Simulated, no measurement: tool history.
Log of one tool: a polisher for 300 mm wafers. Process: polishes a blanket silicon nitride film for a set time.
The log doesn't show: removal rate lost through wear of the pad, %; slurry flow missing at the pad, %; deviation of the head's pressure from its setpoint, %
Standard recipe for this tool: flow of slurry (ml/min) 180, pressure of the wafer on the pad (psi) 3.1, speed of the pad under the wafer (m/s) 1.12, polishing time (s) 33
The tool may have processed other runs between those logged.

| run | day | flow of slurry (ml/min) | pressure of the wafer on the pad (psi) | speed of the pad under the wafer (m/s) | polishing time (s) | wafers since the last listed run | wafers polished on this pad | hours since the slurry nozzle was cleaned | hours since the head pressure was calibrated | incoming thickness of the incoming film, nm | film removed (Å) |
|---|---|---|---|---|---|---|---|---|---|---|---|
| 1 | 0 | 180 | 3.1 | 1.12 | 33 | 0 | 5701 | 504.3 | 130 | 704.8 | 577 |
| 2 | 1.508 | 180 | 3.1 | 1.12 | 33 | 362 | 6063 | 540.5 | 166.2 | 693.3 | 584 |
|  | 4.358 | slurry nozzle cleaned |
|  | 4.812 | worn pad replaced by a new one |
| 3 | 5.588 | 180 | 3.1 | 1.12 | 33 | 929 | 186 | 29.5 | 264.1 | 692 | 579 |
| 4 | 7.983 | 180 | 3.1 | 1.12 | 33 | 575 | 761 | 87 | 321.6 | 697.8 | 566 |
| 5 | 12.212 | 180 | 3.1 | 1.12 | 33 | 1015 | 1777 | 188.5 | 423.1 | 706.8 | 560 |
| 6 | 14.221 | 180 | 3.1 | 1.12 | 33 | 482 | 2259 | 236.7 | 471.3 | 688.2 | 550 |
| 7 | 17.529 | 180 | 3.1 | 1.12 | 33 | 794 | 3054 | 316.1 | 550.7 | 704.5 | 557 |
| 8 | 19.333 | 180 | 3.1 | 1.12 | 33 | 433 | 3487 | 359.4 | 594 | 696.9 | 546 |
| 9 | 22.671 | 180 | 3.1 | 1.12 | 33 | 801 | 4289 | 439.5 | 674.1 | 695.8 | 552 |
| 10 | 24.412 | 180 | 3.1 | 1.12 | 33 | 418 | 4707 | 481.3 | 715.9 | 701.8 | 540 |
| 11 | 26.017 | 180 | 2.4 | 1.2 | 33 | 385 | 5093 | 519.8 | 754.4 | 684.7 | 430 |
| 12 | 29.2 | 180 | 2.4 | 1.2 | 33 | 764 | 5857 | 596.2 | 830.8 | 697.3 | 429 |
|  | 32.221 | head pressure recalibrated |
|  | 32.629 | worn pad replaced by a new one |
| 13 | 33.238 | 180 | 3.1 | 1.12 | 33 | 909 | 146 | 693.1 | 24.4 | 703.6 | 589 |
| 14 | 35.883 | 180 | 3.1 | 1.12 | 33 | 635 | 782 | 756.6 | 87.9 | 705.7 | 584 |
|  | 37.588 | slurry nozzle cleaned |
| 15 | 38.492 | 180 | 3.1 | 1.42 | 38 | 616 | 1398 | 21.7 | 150.5 | 695.1 | 757 |
| 16 | 41.979 | 180 | 2.7 | 1.12 | 23 | 837 | 2236 | 105.4 | 234.2 | 698.4 | 351 |
| 17 | 44.075 | 200 | 2.1 | 1.48 | 33 | 503 | 2739 | 155.7 | 284.5 | 712.2 | 452 |
| 18 | 46.412 | 145 | 3.1 | 1.12 | 33 | 561 | 3300 | 211.8 | 340.6 | 697.9 | 553 |
| 19 | 50.512 | 180 | 3.1 | 1.12 | 33 | 984 | 4285 | 310.2 | 439 | 703.5 | 560 |
| 20 | 52.167 | 180 | 3.1 | 1.12 | 37 | 397 | 4683 | 349.9 | 478.7 | 690.9 | 629 |
| 21 | 55.358 | 180 | 3.1 | 1.12 | 33 | 766 | 5449 | 426.5 | 555.3 | 699.3 | 560 |
|  | 58.221 | worn pad replaced by a new one |
| 22 | 59.204 | 180 | 3.1 | 1.12 | 33 | 883 | 235 | 518.8 | 647.6 | 700.9 | 545 |
| 23 | 61.979 | 180 | 3.8 | 1.12 | 33 | 666 | 902 | 585.4 | 714.2 | 699.9 | 664 |
|  | 63.183 | slurry nozzle cleaned |
| 24 | 65.192 | 145 | 3.1 | 1.12 | 24 | 761 | 1663 | 48.2 | 791.3 | 699 | 383 |
| 25 | 66.758 | 150 | 2.7 | 0.92 | 25 | 376 | 2040 | 85.8 | 828.9 | 702.5 | 309 |
|  | 67.288 | head pressure recalibrated |
| 26 | 74.342 | 180 | 2.5 | 1.12 | 33 | 1801 | 3841 | 267.8 | 169.3 | 707.9 | 463 |
| 27 | 78.192 | 125 | 3.1 | 1.12 | 33 | 924 | 4766 | 360.2 | 261.7 | 698.2 | 529 |
| 28 | 82.642 | 180 | 3.1 | 1.12 | 33 | 1068 | 5835 | 467 | 368.5 | 706.4 | 562 |
|  | 86.842 | worn pad replaced by a new one |
| 29 | 89 | 180 | 4 | 1.12 | 37 | 1487 | 518 | 619.6 | 521.1 | 698.8 | 798 |
| 30 | 91.529 | 180 | 3.1 | 1.12 | 26 | 607 | 1126 | 680.3 | 581.8 | 697.3 | 432 |
| 31 | 93.854 | 210 | 2.2 | 0.86 | 28 | 558 | 1684 | 736.1 | 637.6 | 711.9 | 293 |
|  | 95.662 | slurry nozzle cleaned |
| 32 | 95.683 | 180 | 3.1 | 1.12 | 33 | 429 | 2114 | 0.5 | 681.5 | 698.5 | 539 |
|  | 98.8 | head pressure recalibrated |
| 33 | 99.062 | 180 | 2.7 | 1.12 | 23 | 791 | 2905 | 81.6 | 6.3 | 697.2 | 355 |
| 34 | 102.046 | 235 | 2.4 | 0.94 | 27 | 716 | 3622 | 153.2 | 77.9 | 692.9 | 349 |
| 35 | 106.204 | 180 | 3.1 | 0.9 | 33 | 998 | 4620 | 253 | 177.7 | 687.6 | 515 |
| 36 | 108.508 | 180 | 2.7 | 1.34 | 33 | 553 | 5174 | 308.3 | 233 | 694.4 | 542 |
| 37 | 117.817 | 125 | 3.1 | 1.52 | 41 | 2235 | 7410 | 531.7 | 456.4 | 694.8 | 768 |

The same runs without the tool's hidden state, with the same run-to-run variation:
| run | film removed (Å) |
|---|---|
| 1 | 584 |
| 2 | 593 |
| 3 | 595 |
| 4 | 585 |
| 5 | 585 |
| 6 | 577 |
| 7 | 590 |
| 8 | 581 |
| 9 | 594 |
| 10 | 583 |
| 11 | 466 |
| 12 | 469 |
| 13 | 588 |
| 14 | 587 |
| 15 | 766 |
| 16 | 358 |
| 17 | 464 |
| 18 | 572 |
| 19 | 585 |
| 20 | 659 |
| 21 | 592 |
| 22 | 583 |
| 23 | 715 |
| 24 | 416 |
| 25 | 337 |
| 26 | 473 |
| 27 | 547 |
| 28 | 587 |
| 29 | 849 |
| 30 | 463 |
| 31 | 316 |
| 32 | 584 |
| 33 | 356 |
| 34 | 353 |
| 35 | 527 |
| 36 | 557 |
| 37 | 811 |
